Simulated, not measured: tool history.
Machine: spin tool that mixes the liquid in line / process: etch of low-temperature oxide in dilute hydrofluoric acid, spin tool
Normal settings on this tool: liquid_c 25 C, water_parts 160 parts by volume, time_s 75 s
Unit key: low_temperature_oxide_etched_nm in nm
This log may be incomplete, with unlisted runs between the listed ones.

run    hour  liquid_c  water_parts  time_s  read-back film thickness of the low-temperature oxide reference wafer, read on the same gauge (nm)  low_temperature_oxide_etched_nm
  1       0        25          160     105                                                                                               49.98                            16.86
  2    85.6        25          160     105                                                                                               50.01                            16.74
  3   167.8        24          160      55                                                                                               49.97                             8.44
  4   206.2        24          160      55                                                                                               50.04                             8.37
  5   313.4        24          160      55                                                                                               50.01                             8.34
  6   359.7        24          180      75                                                                                               49.96                             9.81
      494.4  -- hydrofluoric acid flow meter replaced
  7   629.6        25          160      75                                                                                               49.93                            12.43
  8   695.7        25          115      75                                                                                               50.02                            18.05
  9   750.9        25          115      75                                                                                               50.02                            17.91
      805.2  -- gauge calibrated
 10   842.9        25          160      75                                                                                               49.94                            12.36
 11   932.5        22          160      75                                                                                               50.03                            10.87
 12   981.3        22          160      75                                                                                               49.99                            10.89
 13  1025.8        25          160      75                                                                                               50.01                            12.16
 14  1122.3        25          160      75                                                                                               50.03                            12.05
 15  1181.3      22.5          160      75                                                                                               50.01                            10.92
 16  1239.6        22          205      75                                                                                               50.01                             8.02
     1319.3  -- thermometer replaced
 17  1321.8        22           85      45                                                                                               49.97                            13.16
 18  1413.4        25          230     120                                                                                               49.98                            12.34
 19  1513.6      22.5          210      75                                                                                               49.98                             7.81
     1582.3  -- hydrofluoric acid flow meter replaced
 20  1589.6        27          210      50                                                                                               49.98                             6.42
 21  1633.1      22.5           95     115                                                                                               49.98                            31.16
 22  1695.6      20.5          160      75                                                                                               50.01                            10.41
 23  1787.2        21          120      75                                                                                               49.95                            14.82
 24    1869        25          210      75                                                                                               49.99                             8.94
 25  1907.3      22.5           95      50                                                                                                  50                            13.51
 26  2004.9      21.5          160      75                                                                                                  50                             10.7
 27  2086.2        25          160      75                                                                                               49.98                            12.25
 28    2161        25          160      75                                                                                               49.97                            12.15
 29  2240.1        25          215      30                                                                                               49.98                             3.38
 30  2333.3      21.5          215      85                                                                                               49.96                             8.41
 31  2374.7        25          160      75                                                                                                  50                            12.11
 32  2447.4        30          160      75                                                                                               49.96                            14.34

Some steps in low_temperature_oxide_etched_nm, run to run, broken into two amounts with sign: the step expected even without the hidden condition (settings, incoming material, random variation), and the rest, left for the hidden condition together with whatever gauge scatter is not in both the measured and the hidden-condition-free result:
Unlogged tool condition in this case: liquid colder than its thermometer reads (K); hydrofluoric acid flow below the setpoint (%); gauge reads high (%).
Run 2 -> 3: liquid_c 25 -> 24, time_s 105 -> 55. low_temperature_oxide_etched_nm -8.3 nm: hidden state +0.35, all else -8.65.
Run 6 -> 7: liquid_c 24 -> 25, water_parts 180 -> 160, hydrofluoric acid flow meter replaced. low_temperature_oxide_etched_nm +2.62 nm: hidden state +0.5, all else +2.12.
Run 19 -> 20: liquid_c 22.5 -> 27, time_s 75 -> 50, hydrofluoric acid flow meter replaced. low_temperature_oxide_etched_nm -1.39 nm: hidden state +0.36, all else -1.75.
Run 20 -> 21: liquid_c 27 -> 22.5, water_parts 210 -> 95, time_s 50 -> 115. low_temperature_oxide_etched_nm +24.74 nm: hidden state -0.16, all else +24.9.
Run 21 -> 22: liquid_c 22.5 -> 20.5, water_parts 95 -> 160, time_s 115 -> 75. low_temperature_oxide_etched_nm -20.75 nm: hidden state +0.09, all else -20.84.
Run 28 -> 29: water_parts 160 -> 215, time_s 75 -> 30. low_temperature_oxide_etched_nm -8.77 nm: hidden state +0.23, all else -9.
